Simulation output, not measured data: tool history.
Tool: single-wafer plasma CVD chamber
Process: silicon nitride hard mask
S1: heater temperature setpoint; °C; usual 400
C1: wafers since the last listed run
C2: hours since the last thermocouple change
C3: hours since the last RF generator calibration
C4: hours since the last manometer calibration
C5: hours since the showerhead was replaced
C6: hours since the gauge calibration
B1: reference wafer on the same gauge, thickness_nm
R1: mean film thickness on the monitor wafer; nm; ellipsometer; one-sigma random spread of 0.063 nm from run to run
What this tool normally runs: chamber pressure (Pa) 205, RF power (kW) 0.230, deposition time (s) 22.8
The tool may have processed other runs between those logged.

{"run": 1, "day": 0.0, "S1": 400, "chamber pressure (Pa)": 205, "RF power (kW)": 0.23, "deposition time (s)": 22.8, "C1": 0, "C2": 1577.8, "C3": 1190.0, "C4": 559.1, "C5": 6809.6, "C6": 401.7, "B1": 20.285, "R1": 18.579}
{"run": 2, "day": 1.521, "S1": 400, "chamber pressure (Pa)": 205, "RF power (kW)": 0.23, "deposition time (s)": 22.8, "C1": 810, "C2": 1614.3, "C3": 1226.5, "C4": 595.6, "C5": 6846.1, "C6": 438.2, "B1": 20.273, "R1": 18.549}
{"run": 3, "day": 3.529, "S1": 400, "chamber pressure (Pa)": 205, "RF power (kW)": 0.23, "deposition time (s)": 22.8, "C1": 1070, "C2": 1662.5, "C3": 1274.7, "C4": 643.8, "C5": 6894.3, "C6": 486.4, "B1": 20.257, "R1": 18.721}
{"run": 4, "day": 7.0, "S1": 400, "chamber pressure (Pa)": 205, "RF power (kW)": 0.23, "deposition time (s)": 22.8, "C1": 1850, "C2": 1745.8, "C3": 1358.0, "C4": 727.1, "C5": 6977.6, "C6": 569.7, "B1": 20.234, "R1": 18.505}
{"run": 5, "day": 9.633, "S1": 400, "chamber pressure (Pa)": 205, "RF power (kW)": 0.23, "deposition time (s)": 22.8, "C1": 1403, "C2": 1809.0, "C3": 1421.2, "C4": 790.3, "C5": 7040.8, "C6": 632.9, "B1": 20.224, "R1": 18.685}
{"run": 6, "day": 13.446, "S1": 400, "chamber pressure (Pa)": 205, "RF power (kW)": 0.23, "deposition time (s)": 22.8, "C1": 2032, "C2": 1900.5, "C3": 1512.7, "C4": 881.8, "C5": 7132.3, "C6": 724.4, "B1": 20.192, "R1": 18.624}
{"run": 7, "day": 15.3, "S1": 400, "chamber pressure (Pa)": 205, "RF power (kW)": 0.23, "deposition time (s)": 22.8, "C1": 988, "C2": 1945.0, "C3": 1557.2, "C4": 926.3, "C5": 7176.8, "C6": 768.9, "B1": 20.185, "R1": 18.521}
{"run": 8, "day": 19.692, "S1": 400, "chamber pressure (Pa)": 205, "RF power (kW)": 0.23, "deposition time (s)": 22.8, "C1": 2341, "C2": 2050.4, "C3": 1662.6, "C4": 1031.7, "C5": 7282.2, "C6": 874.3, "B1": 20.164, "R1": 18.511}
{"run": 9, "day": 21.546, "S1": 400, "chamber pressure (Pa)": 205, "RF power (kW)": 0.245, "deposition time (s)": 22.8, "C1": 988, "C2": 2094.9, "C3": 1707.1, "C4": 1076.2, "C5": 7326.7, "C6": 918.8, "B1": 20.174, "R1": 19.301}
{"day": 26.154, "done": "thermocouple changed; heater temperature recalibrated"}
{"run": 10, "day": 26.175, "S1": 400, "chamber pressure (Pa)": 192, "RF power (kW)": 0.23, "deposition time (s)": 22.8, "C1": 2290, "C2": 0.5, "C3": 1818.2, "C4": 1187.3, "C5": 7437.8, "C6": 1029.9, "B1": 20.157, "R1": 18.156}
{"day": 27.942, "done": "gauge calibrated"}
{"day": 28.838, "done": "RF generator calibrated"}
{"run": 11, "day": 30.346, "S1": 385, "chamber pressure (Pa)": 173, "RF power (kW)": 0.275, "deposition time (s)": 22.8, "C1": 2045, "C2": 100.6, "C3": 36.2, "C4": 1287.4, "C5": 7537.9, "C6": 57.7, "B1": 20.564, "R1": 20.501}
{"run": 12, "day": 32.221, "S1": 394, "chamber pressure (Pa)": 192, "RF power (kW)": 0.23, "deposition time (s)": 22.8, "C1": 999, "C2": 145.6, "C3": 81.2, "C4": 1332.4, "C5": 7582.9, "C6": 102.7, "B1": 20.535, "R1": 18.589}
{"run": 13, "day": 35.467, "S1": 400, "chamber pressure (Pa)": 205, "RF power (kW)": 0.23, "deposition time (s)": 22.8, "C1": 1730, "C2": 223.5, "C3": 159.1, "C4": 1410.3, "C5": 7660.8, "C6": 180.6, "B1": 20.455, "R1": 18.783}
{"run": 14, "day": 38.012, "S1": 387, "chamber pressure (Pa)": 205, "RF power (kW)": 0.19, "deposition time (s)": 18.6, "C1": 1357, "C2": 284.6, "C3": 220.2, "C4": 1471.4, "C5": 7721.9, "C6": 241.7, "B1": 20.415, "R1": 13.407}
{"day": 38.712, "done": "showerhead replaced"}
{"run": 15, "day": 41.262, "S1": 400, "chamber pressure (Pa)": 205, "RF power (kW)": 0.23, "deposition time (s)": 22.8, "C1": 1555, "C2": 362.6, "C3": 298.2, "C4": 1549.4, "C5": 61.2, "C6": 319.7, "B1": 20.369, "R1": 18.734}
{"day": 43.617, "done": "capacitance manometer re-zeroed and calibrated"}
{"run": 16, "day": 45.317, "S1": 400, "chamber pressure (Pa)": 205, "RF power (kW)": 0.23, "deposition time (s)": 22.8, "C1": 1983, "C2": 459.9, "C3": 395.5, "C4": 40.8, "C5": 158.5, "C6": 417.0, "B1": 20.316, "R1": 18.654}
{"run": 17, "day": 49.321, "S1": 386, "chamber pressure (Pa)": 159, "RF power (kW)": 0.21, "deposition time (s)": 22.8, "C1": 2134, "C2": 556.0, "C3": 491.6, "C4": 136.9, "C5": 254.6, "C6": 513.1, "B1": 20.278, "R1": 16.169}
{"run": 18, "day": 56.696, "S1": 400, "chamber pressure (Pa)": 205, "RF power (kW)": 0.23, "deposition time (s)": 22.8, "C1": 3931, "C2": 733.0, "C3": 668.6, "C4": 313.9, "C5": 431.6, "C6": 690.1, "B1": 20.234, "R1": 18.545}

Consider 3 possible next runs. They are alternatives, not a sequence: every one starts from the tool as it was left by run 18. What does each give?
{"run": "A", "day": 56.712, "S1": 400, "chamber pressure (Pa)": 205, "RF power (kW)": 0.23, "deposition time (s)": 22.8, "C1": 8, "C2": 733.4, "C3": 669.0, "C4": 314.3, "C5": 432.0, "C6": 690.5, "B1": "?", "R1": "?"}
{"run": "B", "day": 56.712, "S1": 400, "chamber pressure (Pa)": 205, "RF power (kW)": 0.245, "deposition time (s)": 26.0, "C1": 8, "C2": 733.4, "C3": 669.0, "C4": 314.3, "C5": 432.0, "C6": 690.5, "B1": "?", "R1": "?"}
{"run": "C", "day": 56.712, "S1": 395, "chamber pressure (Pa)": 205, "RF power (kW)": 0.205, "deposition time (s)": 22.8, "C1": 8, "C2": 733.4, "C3": 669.0, "C4": 314.3, "C5": 432.0, "C6": 690.5, "B1": "?", "R1": "?"}

run=A B1=20.240 R1=18.609
run=B B1=20.240 R1=22.159
run=C B1=20.240 R1=17.156
Take away the tool's hidden state, keep each run's random variation, and the runs would have read:
run=A R1=18.942
run=B R1=22.555
run=C R1=17.463

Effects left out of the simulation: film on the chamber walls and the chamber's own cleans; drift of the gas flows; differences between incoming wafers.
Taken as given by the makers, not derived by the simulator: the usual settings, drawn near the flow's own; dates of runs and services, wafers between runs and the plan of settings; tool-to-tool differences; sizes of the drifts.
